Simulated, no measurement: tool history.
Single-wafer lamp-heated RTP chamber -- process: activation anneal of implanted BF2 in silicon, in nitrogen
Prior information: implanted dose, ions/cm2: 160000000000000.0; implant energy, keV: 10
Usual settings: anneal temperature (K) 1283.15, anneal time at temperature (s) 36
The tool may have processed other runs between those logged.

run	hour	anneal temperature (K)	anneal time at temperature (s)	read-back reference wafer on the same gauge, sheet resistance	sheet resistance of the implanted and annealed layer (ohm/square)
1	0.0	1283.15	36	822.54	739.52
2	59.8	1283.15	36	821.74	738.03
3	97.2	1283.15	36	819.38	737.80
4	156.7	1283.15	36	817.80	726.12
# hour 167.1: pyrometer window cleaned and pyrometer calibrated
5	189.7	1295.15	53	815.84	712.55
6	215.0	1295.15	53	815.39	710.51
7	270.1	1295.15	53	814.30	710.34
8	316.8	1283.15	29	809.82	729.79
# hour 335.0: reflector plate cleaned
# hour 337.8: gauge calibrated
9	370.3	1255.15	36	835.25	757.93
10	565.7	1261.15	55	833.22	747.15
# hour 574.7: pyrometer window cleaned and pyrometer calibrated
11	598.5	1308.15	43	832.20	732.41
12	652.0	1275.15	27	831.42	763.17
13	689.6	1283.15	36	831.87	753.22
14	746.2	1311.15	36	830.56	729.77
15	789.1	1295.15	53	829.14	729.44
16	873.7	1262.15	25	824.93	756.92

Forecast each of these 3 alternatives for the next run:
A	874.1	1256.15	36	?	?
B	874.1	1274.15	42	?	?
C	874.1	1256.15	28	?	?

run	read-back reference wafer on the same gauge, sheet resistance	sheet resistance of the implanted and annealed layer (ohm/square)
A	826.25	745.88
B	826.25	733.86
C	826.25	750.41
Had the tool no hidden state, the same runs would have come out as:
run	sheet resistance of the implanted and annealed layer (ohm/square)
A	751.08
B	738.98
C	755.64

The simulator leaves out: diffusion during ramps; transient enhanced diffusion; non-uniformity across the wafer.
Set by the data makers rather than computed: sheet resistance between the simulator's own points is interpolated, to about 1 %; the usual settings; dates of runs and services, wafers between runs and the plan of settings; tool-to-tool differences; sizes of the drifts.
